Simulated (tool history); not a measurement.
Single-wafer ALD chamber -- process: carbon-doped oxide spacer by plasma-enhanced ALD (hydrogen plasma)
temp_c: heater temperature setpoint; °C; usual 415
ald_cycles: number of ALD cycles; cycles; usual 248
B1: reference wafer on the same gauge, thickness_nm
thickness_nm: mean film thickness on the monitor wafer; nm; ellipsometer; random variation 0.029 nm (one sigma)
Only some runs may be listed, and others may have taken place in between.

run 1 day=0.000 | temp_c=415 ald_cycles=212 | B1=13.862 | thickness_nm=9.894
run 2 day=0.500 | temp_c=415 ald_cycles=222 | B1=13.838 | thickness_nm=10.365
run 3 day=1.179 | temp_c=415 ald_cycles=222 | B1=13.842 | thickness_nm=10.332
run 4 day=2.300 | temp_c=415 ald_cycles=248 | B1=13.837 | thickness_nm=11.560
run 5 day=2.946 | temp_c=415 ald_cycles=248 | B1=13.816 | thickness_nm=11.562
run 6 day=3.679 | temp_c=415 ald_cycles=248 | B1=13.814 | thickness_nm=11.558
run 7 day=3.979 | temp_c=418 ald_cycles=248 | B1=13.788 | thickness_nm=11.427
run 8 day=4.292 | temp_c=418 ald_cycles=248 | B1=13.788 | thickness_nm=11.460
run 9 day=4.725 | temp_c=418 ald_cycles=248 | B1=13.774 | thickness_nm=11.403
run 10 day=5.071 | temp_c=415 ald_cycles=248 | B1=13.767 | thickness_nm=11.541
run 11 day=5.800 | temp_c=415 ald_cycles=248 | B1=13.754 | thickness_nm=11.558
run 12 day=6.300 | temp_c=415 ald_cycles=248 | B1=13.741 | thickness_nm=11.425
run 13 day=7.025 | temp_c=415 ald_cycles=248 | B1=13.728 | thickness_nm=11.506
run 14 day=7.517 | temp_c=415 ald_cycles=248 | B1=13.717 | thickness_nm=11.525
run 15 day=7.958 | temp_c=415 ald_cycles=258 | B1=13.704 | thickness_nm=11.920
run 16 day=8.696 | temp_c=415 ald_cycles=248 | B1=13.702 | thickness_nm=11.463
run 17 day=9.212 | temp_c=405 ald_cycles=248 | B1=13.696 | thickness_nm=11.779
run 18 day=9.675 | temp_c=405 ald_cycles=248 | B1=13.673 | thickness_nm=11.764
run 19 day=10.117 | temp_c=418 ald_cycles=248 | B1=13.670 | thickness_nm=11.388
run 20 day=10.408 | temp_c=404 ald_cycles=234 | B1=13.650 | thickness_nm=11.111
run 21 day=10.929 | temp_c=415 ald_cycles=248 | B1=13.639 | thickness_nm=11.383
run 22 day=11.571 | temp_c=411 ald_cycles=248 | B1=13.617 | thickness_nm=11.513
run 23 day=12.438 | temp_c=415 ald_cycles=248 | B1=13.601 | thickness_nm=11.375
run 24 day=13.029 | temp_c=404 ald_cycles=227 | B1=13.599 | thickness_nm=10.666
-- day=13.571 thermocouple changed; heater temperature recalibrated
run 25 day=13.592 | temp_c=420 ald_cycles=230 | B1=13.566 | thickness_nm=10.382
run 26 day=13.842 | temp_c=415 ald_cycles=248 | B1=13.562 | thickness_nm=11.332
-- day=14.012 gauge calibrated
run 27 day=14.575 | temp_c=424 ald_cycles=230 | B1=13.913 | thickness_nm=10.485
run 28 day=15.150 | temp_c=422 ald_cycles=295 | B1=13.901 | thickness_nm=13.591
run 29 day=15.496 | temp_c=427 ald_cycles=248 | B1=13.900 | thickness_nm=11.228
run 30 day=15.967 | temp_c=419 ald_cycles=222 | B1=13.899 | thickness_nm=10.298
run 31 day=16.508 | temp_c=427 ald_cycles=199 | B1=13.901 | thickness_nm=8.971
run 32 day=16.929 | temp_c=415 ald_cycles=271 | B1=13.888 | thickness_nm=12.681
run 33 day=17.208 | temp_c=403 ald_cycles=206 | B1=13.899 | thickness_nm=9.972
run 34 day=18.462 | temp_c=415 ald_cycles=248 | B1=13.884 | thickness_nm=11.619
run 35 day=19.421 | temp_c=415 ald_cycles=248 | B1=13.878 | thickness_nm=11.583
run 36 day=21.067 | temp_c=409 ald_cycles=248 | B1=13.856 | thickness_nm=11.767
run 37 day=21.571 | temp_c=415 ald_cycles=248 | B1=13.870 | thickness_nm=11.610

How would selected steps in thickness_nm from run to run divide? Give the signed amount a tool lacking its hidden state would still show from settings, what came in and random variation, and the signed amount left for the hidden state, including any gauge scatter that is not in both of the compared results.
The tool's hidden condition here consists of: wafer temperature above the value expected at the setpoint (K); gauge reads high (%).
Run 3 -> 4: ald_cycles 222 -> 248. thickness_nm +1.228 nm: hidden state -0.020, all else +1.248.
Run 25 -> 26: temp_c 420 -> 415, ald_cycles 230 -> 248. thickness_nm +0.950 nm: hidden state -0.030, all else +0.980.
Run 26 -> 27: temp_c 415 -> 424, ald_cycles 248 -> 230, gauge calibrated. thickness_nm -0.847 nm: hidden state +0.280, all else -1.127.
Run 27 -> 28: temp_c 424 -> 422, ald_cycles 230 -> 295. thickness_nm +3.106 nm: hidden state -0.002, all else +3.108.
Run 31 -> 32: temp_c 427 -> 415, ald_cycles 199 -> 271. thickness_nm +3.710 nm: hidden state -0.003, all else +3.713.
Run 32 -> 33: temp_c 415 -> 403, ald_cycles 271 -> 206. thickness_nm -2.709 nm: hidden state +0.001, all else -2.710.

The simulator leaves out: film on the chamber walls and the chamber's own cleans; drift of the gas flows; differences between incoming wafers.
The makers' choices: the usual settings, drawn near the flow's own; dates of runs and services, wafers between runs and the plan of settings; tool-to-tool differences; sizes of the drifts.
